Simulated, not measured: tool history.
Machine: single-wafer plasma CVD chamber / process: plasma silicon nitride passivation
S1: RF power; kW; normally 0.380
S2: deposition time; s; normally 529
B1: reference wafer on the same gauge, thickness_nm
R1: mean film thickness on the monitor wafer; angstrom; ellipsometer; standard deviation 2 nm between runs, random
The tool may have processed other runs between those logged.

run 1 hour=0.0 | S1=0.420 S2=565 | B1=683.818 | R1=7568.72
run 2 hour=64.7 | S1=0.420 S2=565 | B1=684.393 | R1=7581.60
run 3 hour=125.7 | S1=0.380 S2=529 | B1=683.714 | R1=6868.10
run 4 hour=169.5 | S1=0.380 S2=529 | B1=683.402 | R1=6867.47
run 5 hour=235.9 | S1=0.425 S2=448 | B1=683.353 | R1=6040.14
run 6 hour=291.5 | S1=0.380 S2=529 | B1=683.938 | R1=6856.17
run 7 hour=318.5 | S1=0.380 S2=529 | B1=684.819 | R1=6862.30
run 8 hour=363.2 | S1=0.380 S2=529 | B1=683.855 | R1=6860.25
run 9 hour=415.8 | S1=0.380 S2=529 | B1=683.993 | R1=6866.32
run 10 hour=520.8 | S1=0.380 S2=529 | B1=684.387 | R1=6841.69
run 11 hour=589.5 | S1=0.380 S2=529 | B1=684.002 | R1=6871.50
run 12 hour=658.1 | S1=0.380 S2=529 | B1=683.540 | R1=6848.26
run 13 hour=704.5 | S1=0.380 S2=529 | B1=684.495 | R1=6847.21
run 14 hour=747.1 | S1=0.365 S2=529 | B1=684.569 | R1=6769.55
run 15 hour=777.3 | S1=0.365 S2=529 | B1=683.272 | R1=6782.60
run 16 hour=825.3 | S1=0.365 S2=529 | B1=683.953 | R1=6779.05
run 17 hour=868.4 | S1=0.380 S2=462 | B1=684.175 | R1=5993.91
-- hour=907.2 RF generator calibrated
run 18 hour=907.7 | S1=0.380 S2=529 | B1=684.234 | R1=6847.88
run 19 hour=961.9 | S1=0.380 S2=529 | B1=683.319 | R1=6859.00
run 20 hour=1007.0 | S1=0.380 S2=455 | B1=683.426 | R1=5898.41
run 21 hour=1074.6 | S1=0.425 S2=589 | B1=684.255 | R1=7881.46
run 22 hour=1110.1 | S1=0.315 S2=529 | B1=682.990 | R1=6440.46
run 23 hour=1152.7 | S1=0.420 S2=565 | B1=683.187 | R1=7560.39
run 24 hour=1182.8 | S1=0.355 S2=433 | B1=683.510 | R1=5499.73
run 25 hour=1240.4 | S1=0.380 S2=455 | B1=683.980 | R1=5914.98
run 26 hour=1290.7 | S1=0.405 S2=469 | B1=683.979 | R1=6217.44
run 27 hour=1321.7 | S1=0.420 S2=529 | B1=683.437 | R1=7075.27
run 28 hour=1380.0 | S1=0.380 S2=529 | B1=683.896 | R1=6866.87
run 29 hour=1430.7 | S1=0.380 S2=630 | B1=684.100 | R1=8140.82
run 30 hour=1466.4 | S1=0.430 S2=620 | B1=683.713 | R1=8404.75
run 31 hour=1499.6 | S1=0.420 S2=565 | B1=684.028 | R1=7588.48
run 32 hour=1553.4 | S1=0.380 S2=529 | B1=684.089 | R1=6855.86
run 33 hour=1581.8 | S1=0.305 S2=623 | B1=684.464 | R1=7510.41
-- hour=1629.8 showerhead replaced
run 34 hour=1635.1 | S1=0.425 S2=441 | B1=684.403 | R1=5931.61
run 35 hour=1687.3 | S1=0.380 S2=502 | B1=684.066 | R1=6526.41
run 36 hour=1747.9 | S1=0.355 S2=615 | B1=684.475 | R1=7791.28
-- hour=1805.5 gauge calibrated
run 37 hour=1885.9 | S1=0.330 S2=442 | B1=683.806 | R1=5446.46
run 38 hour=1944.2 | S1=0.380 S2=577 | B1=683.502 | R1=7473.98
run 39 hour=1999.4 | S1=0.440 S2=590 | B1=683.876 | R1=8023.30
run 40 hour=2061.3 | S1=0.425 S2=529 | B1=683.711 | R1=7090.92
run 41 hour=2086.2 | S1=0.430 S2=609 | B1=683.975 | R1=8262.02
run 42 hour=2154.7 | S1=0.380 S2=529 | B1=683.835 | R1=6840.48
run 43 hour=2211.7 | S1=0.405 S2=482 | B1=683.483 | R1=6368.05
run 44 hour=2258.5 | S1=0.380 S2=529 | B1=683.869 | R1=6834.52
-- hour=2287.5 RF generator calibrated
run 45 hour=2292.3 | S1=0.430 S2=570 | B1=684.430 | R1=7709.95

Predict each of these 3 candidate next runs independently; none follows another, all start after run 45:
run A hour=2292.8 | S1=0.380 S2=529 | B1=? | R1=?
run B hour=2292.8 | S1=0.410 S2=457 | B1=? | R1=?
run C hour=2292.8 | S1=0.380 S2=480 | B1=? | R1=?

run=A B1=683.566 R1=6862.70
run=B B1=683.566 R1=6083.28
run=C B1=683.566 R1=6227.02
Take away the tool's hidden state, keep each run's random variation, and the runs would have read:
run=A R1=6862.70
run=B R1=6083.28
run=C R1=6227.02
